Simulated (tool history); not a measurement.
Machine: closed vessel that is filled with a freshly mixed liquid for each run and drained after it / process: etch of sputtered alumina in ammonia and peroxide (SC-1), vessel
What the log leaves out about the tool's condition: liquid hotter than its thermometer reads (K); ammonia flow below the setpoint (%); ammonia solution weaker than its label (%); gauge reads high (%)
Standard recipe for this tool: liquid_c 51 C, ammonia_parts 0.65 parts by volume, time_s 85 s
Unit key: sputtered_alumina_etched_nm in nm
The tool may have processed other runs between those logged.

run,hour,liquid_c,ammonia_parts,time_s,wafers since the last listed run,hours since the thermometer was replaced,hours since the ammonia flow meter was replaced,hours since the drum of ammonia solution was connected,hours since the gauge calibration,"read-back film thickness of the sputtered alumina reference wafer, read on the same gauge (nm)",sputtered_alumina_etched_nm
1,0,56,0.65,70,0,2438.2,926.4,1103.6,298.5,130.018,5.255
2,9.3,51,0.65,85,1058,2447.5,935.7,1112.9,307.8,130.011,4.933
# hour 25.8: new drum of ammonia solution connected
# hour 43.8: thermometer replaced
3,55.4,51,0.65,85,5017,11.6,981.8,29.6,353.9,129.994,4.297
4,67.4,51,0.65,85,1365,23.6,993.8,41.6,365.9,129.999,4.365
5,76.2,51,0.65,85,1001,32.4,1002.6,50.4,374.7,129.968,4.326
6,90.4,47,0.65,85,1615,46.6,1016.8,64.6,388.9,129.984,3.453
# hour 90.5: gauge calibrated
7,97.3,51,0.75,120,785,53.5,1023.7,71.5,6.8,130.026,6.164
8,116.6,58.5,0.55,60,2196,72.8,1043,90.8,26.1,130,4.475
9,124.6,51,0.65,85,910,80.8,1051,98.8,34.1,130.008,4.312
10,134,51,0.5,130,1069,90.2,1060.4,108.2,43.5,129.979,6.437
# hour 140.9: ammonia flow meter replaced
11,147.4,51,0.65,85,1410,103.6,6.5,121.6,56.9,130.025,4.306
12,157.5,51,0.65,60,1149,113.7,16.6,131.7,67,130.006,3.041
13,171.1,51,0.85,85,1547,127.3,30.2,145.3,80.6,129.993,4.448
14,177.5,42.5,0.95,85,728,133.7,36.6,151.7,87,129.992,2.809
15,191.2,54,0.45,120,1558,147.4,50.3,165.4,100.7,129.995,6.956
16,202,51,0.65,85,1228,158.2,61.1,176.2,111.5,129.981,4.369
17,218,57,0.65,85,1820,174.2,77.1,192.2,127.5,129.99,6.028
18,227,56,0.65,45,1024,183.2,86.1,201.2,136.5,130.022,3.011
19,235.9,51,0.45,85,1012,192.1,95,210.1,145.4,130.022,4.183
20,247.2,46,0.9,70,1285,203.4,106.3,221.4,156.7,129.996,2.791
21,259.8,51,0.65,85,1433,216,118.9,234,169.3,130.013,4.351
22,276.2,60,0.9,45,1866,232.4,135.3,250.4,185.7,129.981,3.815
23,292,47,0.65,100,1797,248.2,151.1,266.2,201.5,130.025,4.128
24,300.9,51,0.75,120,1012,257.1,160,275.1,210.4,130.002,6.277
25,308,51,0.65,85,807,264.2,167.1,282.2,217.5,130.016,4.402
26,315.6,42,0.45,100,864,271.8,174.7,289.8,225.1,129.994,3.002
27,326.7,48.5,0.65,85,1262,282.9,185.8,300.9,236.2,130.01,3.801
28,342.5,58,0.9,35,1797,298.7,201.6,316.7,252,130.017,2.706
29,355.2,60.5,0.4,65,1445,311.4,214.3,329.4,264.7,129.965,5.333

Each row is a separate what-if for the run after 29, all from the same tool condition, not one after another. Results?
A,355.9,51,0.65,85,79,312.1,215,330.1,265.4,?,?
B,355.9,51,0.75,85,79,312.1,215,330.1,265.4,?,?
C,355.9,51,0.35,85,79,312.1,215,330.1,265.4,?,?

run,"read-back film thickness of the sputtered alumina reference wafer, read on the same gauge (nm)",sputtered_alumina_etched_nm
A,130.005,4.361
B,130.005,4.42
C,130.005,4.111
Without the tool's hidden state the same runs would have given:
run,sputtered_alumina_etched_nm
A,4.283
B,4.342
C,4.038

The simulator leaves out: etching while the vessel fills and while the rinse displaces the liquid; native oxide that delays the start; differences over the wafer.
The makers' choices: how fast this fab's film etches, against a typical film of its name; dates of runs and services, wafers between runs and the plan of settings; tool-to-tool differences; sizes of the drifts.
